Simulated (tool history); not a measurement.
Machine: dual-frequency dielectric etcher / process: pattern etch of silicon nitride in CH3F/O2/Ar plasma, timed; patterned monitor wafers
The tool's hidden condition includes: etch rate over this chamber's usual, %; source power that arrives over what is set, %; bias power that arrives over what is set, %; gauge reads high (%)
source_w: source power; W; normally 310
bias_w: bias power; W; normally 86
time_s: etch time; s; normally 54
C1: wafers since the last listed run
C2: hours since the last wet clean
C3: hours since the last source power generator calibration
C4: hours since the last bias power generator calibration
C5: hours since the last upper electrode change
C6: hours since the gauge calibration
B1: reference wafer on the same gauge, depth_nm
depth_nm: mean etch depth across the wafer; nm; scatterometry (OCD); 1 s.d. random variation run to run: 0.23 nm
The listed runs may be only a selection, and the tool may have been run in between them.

Run 1, hour 0: usual settings but source_w 340 W; C1 0; C2 438.4; C3 1543.6; C4 1773.9; C5 1789.1; C6 231.6; B1 43.17. Result: depth_nm 38.35 nm.
Run 2, hour 30.5: usual settings but time_s 50.5 s; C1 376; C2 468.9; C3 1574.1; C4 1804.4; C5 1819.6; C6 262.1; B1 43.23. Result: depth_nm 34.63 nm.
Run 3, hour 43: usual settings; C1 154; C2 481.4; C3 1586.6; C4 1816.9; C5 1832.1; C6 274.6; B1 43.16. Result: depth_nm 36.88 nm.
Run 4, hour 69.7: usual settings; C1 329; C2 508.1; C3 1613.3; C4 1843.6; C5 1858.8; C6 301.3; B1 43.2. Result: depth_nm 36.58 nm.
Run 5, hour 87.2: usual settings; C1 216; C2 525.6; C3 1630.8; C4 1861.1; C5 1876.3; C6 318.8; B1 43.19. Result: depth_nm 36.76 nm.
Run 6, hour 117.2: usual settings; C1 370; C2 555.6; C3 1660.8; C4 1891.1; C5 1906.3; C6 348.8; B1 43.17. Result: depth_nm 36.65 nm.
Run 7, hour 130.3: usual settings; C1 161; C2 568.7; C3 1673.9; C4 1904.2; C5 1919.4; C6 361.9; B1 43.21. Result: depth_nm 36.62 nm.
Run 8, hour 151.6: usual settings; C1 263; C2 590; C3 1695.2; C4 1925.5; C5 1940.7; C6 383.2; B1 43.26. Result: depth_nm 36.92 nm.
Run 9, hour 169.2: usual settings but time_s 46.5 s; C1 217; C2 607.6; C3 1712.8; C4 1943.1; C5 1958.3; C6 400.8; B1 43.07. Result: depth_nm 31.54 nm.
Run 10, hour 189.4: usual settings but time_s 46.5 s; C1 249; C2 627.8; C3 1733; C4 1963.3; C5 1978.5; C6 421; B1 43.18. Result: depth_nm 31.59 nm.
At hour 228.3: wet clean of the chamber.
Run 11, hour 228.8: usual settings but time_s 46.5 s; C1 190; C2 0.5; C3 1772.4; C4 2002.7; C5 2017.9; C6 460.4; B1 43.27. Result: depth_nm 32.49 nm.
Run 12, hour 229.1: usual settings but time_s 45.5 s; C1 3; C2 0.8; C3 1772.7; C4 2003; C5 2018.2; C6 460.7; B1 43.08. Result: depth_nm 31.55 nm.
Run 13, hour 324: usual settings but time_s 45.5 s; C1 1172; C2 95.7; C3 1867.6; C4 2097.9; C5 2113.1; C6 555.6; B1 43.18. Result: depth_nm 31.36 nm.
At hour 329.6: bias power generator calibrated.
At hour 338.5: source power generator calibrated.
Run 14, hour 351.1: usual settings; C1 235; C2 122.8; C3 12.6; C4 21.5; C5 2140.2; C6 582.7; B1 43.15. Result: depth_nm 37.42 nm.
Run 15, hour 367.8: usual settings but source_w 290 W, bias_w 104 W; C1 206; C2 139.5; C3 29.3; C4 38.2; C5 2156.9; C6 599.4; B1 43.2. Result: depth_nm 39.73 nm.
Run 16, hour 388.2: usual settings but source_w 270 W, bias_w 94 W; C1 251; C2 159.9; C3 49.7; C4 58.6; C5 2177.3; C6 619.8; B1 43.18. Result: depth_nm 36.81 nm.
Run 17, hour 411.1: usual settings but source_w 240 W, bias_w 93 W, time_s 66 s; C1 282; C2 182.8; C3 72.6; C4 81.5; C5 2200.2; C6 642.7; B1 43.19. Result: depth_nm 42.94 nm.
Run 18, hour 424.6: usual settings; C1 166; C2 196.3; C3 86.1; C4 95; C5 2213.7; C6 656.2; B1 43.13. Result: depth_nm 37.02 nm.
Run 19, hour 441.4: usual settings but source_w 360 W, bias_w 107 W, time_s 62.5 s; C1 207; C2 213.1; C3 102.9; C4 111.8; C5 2230.5; C6 673; B1 43.21. Result: depth_nm 50.24 nm.
Run 20, hour 455.4: usual settings; C1 172; C2 227.1; C3 116.9; C4 125.8; C5 2244.5; C6 687; B1 43.17. Result: depth_nm 37.5 nm.
At hour 490.8: upper electrode replaced.
Run 21, hour 491.3: usual settings but source_w 280 W, bias_w 106 W; C1 146; C2 263; C3 152.8; C4 161.7; C5 0.5; C6 722.9; B1 43.15. Result: depth_nm 39.16 nm.
At hour 496.1: gauge calibrated.
Run 22, hour 510.1: usual settings; C1 232; C2 281.8; C3 171.6; C4 180.5; C5 19.3; C6 14; B1 43.11. Result: depth_nm 36.98 nm.
Run 23, hour 538: usual settings but bias_w 104 W; C1 344; C2 309.7; C3 199.5; C4 208.4; C5 47.2; C6 41.9; B1 43.22. Result: depth_nm 40.22 nm.
Run 24, hour 569.1: usual settings but source_w 330 W, bias_w 98 W, time_s 41 s; C1 384; C2 340.8; C3 230.6; C4 239.5; C5 78.3; C6 73; B1 43.19. Result: depth_nm 30.39 nm.
Run 25, hour 605.1: usual settings; C1 444; C2 376.8; C3 266.6; C4 275.5; C5 114.3; C6 109; B1 43.25. Result: depth_nm 37.07 nm.
Run 26, hour 620.6: usual settings but bias_w 104 W, time_s 63.5 s; C1 191; C2 392.3; C3 282.1; C4 291; C5 129.8; C6 124.5; B1 43.23. Result: depth_nm 47.58 nm.

What would each run have given without the hidden state, its run-to-run variation left as it was?
run  depth_nm
  1     39.03
  2      35.3
  3     37.62
  4     37.35
  5     37.58
  6     37.51
  7     37.51
  8     37.85
  9     32.36
 10     32.44
 11     32.48
 12     31.54
 13     31.49
 14     37.61
 15     39.97
 16     37.07
 17     43.29
 18     37.34
 19     50.72
 20     37.88
 21     39.63
 22     37.45
 23     40.79
 24     30.86
 25     37.71
 26     48.45

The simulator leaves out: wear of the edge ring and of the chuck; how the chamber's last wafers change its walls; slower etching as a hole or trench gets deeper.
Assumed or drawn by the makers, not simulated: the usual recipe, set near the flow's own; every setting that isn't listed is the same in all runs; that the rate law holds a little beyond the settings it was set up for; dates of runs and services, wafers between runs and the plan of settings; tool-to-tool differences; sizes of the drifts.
